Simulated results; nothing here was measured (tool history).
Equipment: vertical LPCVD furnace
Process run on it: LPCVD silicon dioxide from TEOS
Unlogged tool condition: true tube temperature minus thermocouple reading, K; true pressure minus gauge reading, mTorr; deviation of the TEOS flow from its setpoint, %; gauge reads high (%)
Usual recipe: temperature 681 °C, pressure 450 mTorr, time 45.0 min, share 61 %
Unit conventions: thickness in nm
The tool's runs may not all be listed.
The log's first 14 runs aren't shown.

| run | hour | temperature | pressure | time | share | wafers since the last listed run | hours since the last temperature calibration | hours since the pressure gauge was zeroed | hours since the TEOS flow controller was replaced | hours since the gauge calibration | read-back reference wafer on the same gauge, thickness | thickness |
|---|---|---|---|---|---|---|---|---|---|---|---|---|
| 15 | 642.9 | 671 | 535 | 37.5 | 58 | 637 | 590.9 | 585.6 | 120.9 | 2684.1 | 189.77 | 165.75 |
| 16 | 681.8 | 681 | 450 | 45.0 | 61 | 385 | 629.8 | 624.5 | 159.8 | 2723.0 | 190.09 | 237.23 |
|  | 738.6 | gauge calibrated |
| 17 | 747.2 | 681 | 450 | 53.0 | 61 | 648 | 695.2 | 689.9 | 225.2 | 8.6 | 190.08 | 280.90 |
| 18 | 801.1 | 681 | 385 | 60.5 | 61 | 534 | 749.1 | 743.8 | 279.1 | 62.5 | 189.85 | 292.40 |
| 19 | 831.2 | 692 | 530 | 45.0 | 61 | 298 | 779.2 | 773.9 | 309.2 | 92.6 | 189.72 | 336.37 |
| 20 | 886.0 | 681 | 405 | 45.0 | 70 | 543 | 834.0 | 828.7 | 364.0 | 147.4 | 190.07 | 240.34 |
| 21 | 940.6 | 681 | 395 | 45.0 | 61 | 541 | 888.6 | 883.3 | 418.6 | 202.0 | 189.87 | 220.11 |
| 22 | 993.6 | 671 | 450 | 62.0 | 57 | 525 | 941.6 | 936.3 | 471.6 | 255.0 | 190.01 | 246.00 |
| 23 | 1028.0 | 674 | 495 | 32.5 | 55 | 341 | 976.0 | 970.7 | 506.0 | 289.4 | 190.33 | 143.37 |
| 24 | 1095.6 | 691 | 520 | 58.5 | 54 | 670 | 1043.6 | 1038.3 | 573.6 | 357.0 | 189.95 | 394.56 |
| 25 | 1148.2 | 685 | 370 | 61.0 | 69 | 521 | 1096.2 | 1090.9 | 626.2 | 409.6 | 189.94 | 343.82 |
| 26 | 1211.8 | 687 | 450 | 62.5 | 61 | 630 | 1159.8 | 1154.5 | 689.8 | 473.2 | 189.57 | 378.89 |
| 27 | 1270.7 | 681 | 450 | 45.0 | 61 | 584 | 1218.7 | 1213.4 | 748.7 | 532.1 | 190.19 | 237.61 |
| 28 | 1323.0 | 681 | 450 | 45.0 | 61 | 518 | 1271.0 | 1265.7 | 801.0 | 584.4 | 190.25 | 236.18 |
| 29 | 1358.6 | 681 | 450 | 45.0 | 61 | 352 | 1306.6 | 1301.3 | 836.6 | 620.0 | 189.69 | 236.49 |
| 30 | 1422.4 | 681 | 450 | 52.0 | 64 | 632 | 1370.4 | 1365.1 | 900.4 | 683.8 | 190.19 | 279.73 |
| 31 | 1452.5 | 681 | 535 | 45.0 | 53 | 298 | 1400.5 | 1395.2 | 930.5 | 713.9 | 190.24 | 242.68 |
| 32 | 1485.7 | 681 | 450 | 62.5 | 61 | 329 | 1433.7 | 1428.4 | 963.7 | 747.1 | 189.75 | 328.93 |

Alternative continuations, all from the tool just after run 32; predict every row:
| A | 1490.2 | 681 | 375 | 45.0 | 61 | 44 | 1438.2 | 1432.9 | 968.2 | 751.6 | ? | ? |
| B | 1490.2 | 671 | 490 | 58.5 | 69 | 44 | 1438.2 | 1432.9 | 968.2 | 751.6 | ? | ? |
| C | 1490.2 | 681 | 450 | 39.0 | 61 | 44 | 1438.2 | 1432.9 | 968.2 | 751.6 | ? | ? |

| run | read-back reference wafer on the same gauge, thickness | thickness |
|---|---|---|
| A | 190.25 | 218.28 |
| B | 190.25 | 270.12 |
| C | 190.25 | 207.24 |
Without the tool's hidden state the same runs would have given:
| run | thickness |
|---|---|
| A | 218.28 |
| B | 270.12 |
| C | 207.24 |

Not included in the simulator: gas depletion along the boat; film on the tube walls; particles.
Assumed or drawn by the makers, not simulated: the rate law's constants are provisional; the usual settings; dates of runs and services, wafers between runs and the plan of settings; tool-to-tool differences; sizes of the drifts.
